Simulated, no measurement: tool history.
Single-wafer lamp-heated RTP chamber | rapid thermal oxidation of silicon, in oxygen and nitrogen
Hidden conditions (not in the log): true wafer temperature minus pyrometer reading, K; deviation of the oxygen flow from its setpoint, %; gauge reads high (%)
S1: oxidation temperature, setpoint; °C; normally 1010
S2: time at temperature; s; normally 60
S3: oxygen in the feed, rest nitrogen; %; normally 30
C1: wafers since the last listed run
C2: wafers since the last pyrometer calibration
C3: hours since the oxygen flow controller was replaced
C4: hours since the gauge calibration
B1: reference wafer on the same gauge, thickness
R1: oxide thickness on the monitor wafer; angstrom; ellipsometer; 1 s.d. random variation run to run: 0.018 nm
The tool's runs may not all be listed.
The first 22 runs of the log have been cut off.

-- hour=1679.3 oxygen flow controller replaced
run 23 hour=1738.1 | S1=1010 S2=60 S3=30 | C1=1015 C2=5192 C3=58.8 C4=783.1 | B1=3.638 | R1=43.62
run 24 hour=1783.3 | S1=1022 S2=32 S3=17 | C1=498 C2=5690 C3=104.0 C4=828.3 | B1=3.635 | R1=31.72
run 25 hour=1832.4 | S1=1010 S2=60 S3=30 | C1=541 C2=6231 C3=153.1 C4=877.4 | B1=3.634 | R1=43.72
run 26 hour=1872.9 | S1=992 S2=39 S3=17 | C1=446 C2=6678 C3=193.6 C4=917.9 | B1=3.626 | R1=29.20
-- hour=1925.2 pyrometer window cleaned and pyrometer calibrated
run 27 hour=1978.1 | S1=1010 S2=48 S3=30 | C1=1071 C2=583 C3=298.8 C4=1023.1 | B1=3.617 | R1=39.62
run 28 hour=2067.0 | S1=989 S2=60 S3=44 | C1=980 C2=1563 C3=387.7 C4=1112.0 | B1=3.604 | R1=42.25
run 29 hour=2105.5 | S1=1010 S2=60 S3=30 | C1=424 C2=1987 C3=426.2 C4=1150.5 | B1=3.600 | R1=43.15
run 30 hour=2251.7 | S1=1010 S2=60 S3=30 | C1=1611 C2=3599 C3=572.4 C4=1296.7 | B1=3.586 | R1=43.03
run 31 hour=2344.4 | S1=1010 S2=36 S3=30 | C1=1021 C2=4621 C3=665.1 C4=1389.4 | B1=3.569 | R1=35.09
run 32 hour=2407.4 | S1=988 S2=60 S3=42 | C1=694 C2=5315 C3=728.1 C4=1452.4 | B1=3.571 | R1=40.96
run 33 hour=2465.4 | S1=1010 S2=48 S3=30 | C1=639 C2=5955 C3=786.1 C4=1510.4 | B1=3.557 | R1=38.92
run 34 hour=2511.0 | S1=1029 S2=60 S3=30 | C1=502 C2=6457 C3=831.7 C4=1556.0 | B1=3.555 | R1=47.78
-- hour=2580.1 pyrometer window cleaned and pyrometer calibrated
run 35 hour=2585.5 | S1=1010 S2=60 S3=50 | C1=733 C2=59 C3=906.2 C4=1630.5 | B1=3.541 | R1=49.80
run 36 hour=2656.5 | S1=1025 S2=90 S3=38 | C1=782 C2=841 C3=977.2 C4=1701.5 | B1=3.525 | R1=60.13
run 37 hour=2706.0 | S1=988 S2=86 S3=17 | C1=545 C2=1387 C3=1026.7 C4=1751.0 | B1=3.525 | R1=35.90
run 38 hour=2799.3 | S1=1010 S2=60 S3=30 | C1=1028 C2=2416 C3=1120.0 C4=1844.3 | B1=3.500 | R1=41.80

Forecast each of these 3 alternatives for the next run:
run A hour=2799.7 | S1=1010 S2=60 S3=38 | C1=4 C2=2420 C3=1120.4 C4=1844.7 | B1=? | R1=?
run B hour=2799.7 | S1=998 S2=37 S3=30 | C1=4 C2=2420 C3=1120.4 C4=1844.7 | B1=? | R1=?
run C hour=2799.7 | S1=1010 S2=60 S3=56 | C1=4 C2=2420 C3=1120.4 C4=1844.7 | B1=? | R1=?

run=A B1=3.511 R1=45.57
run=B B1=3.511 R1=32.82
run=C B1=3.511 R1=51.84
Had the tool no hidden state, the same runs would have come out as:
run=A R1=47.55
run=B R1=34.25
run=C R1=54.09
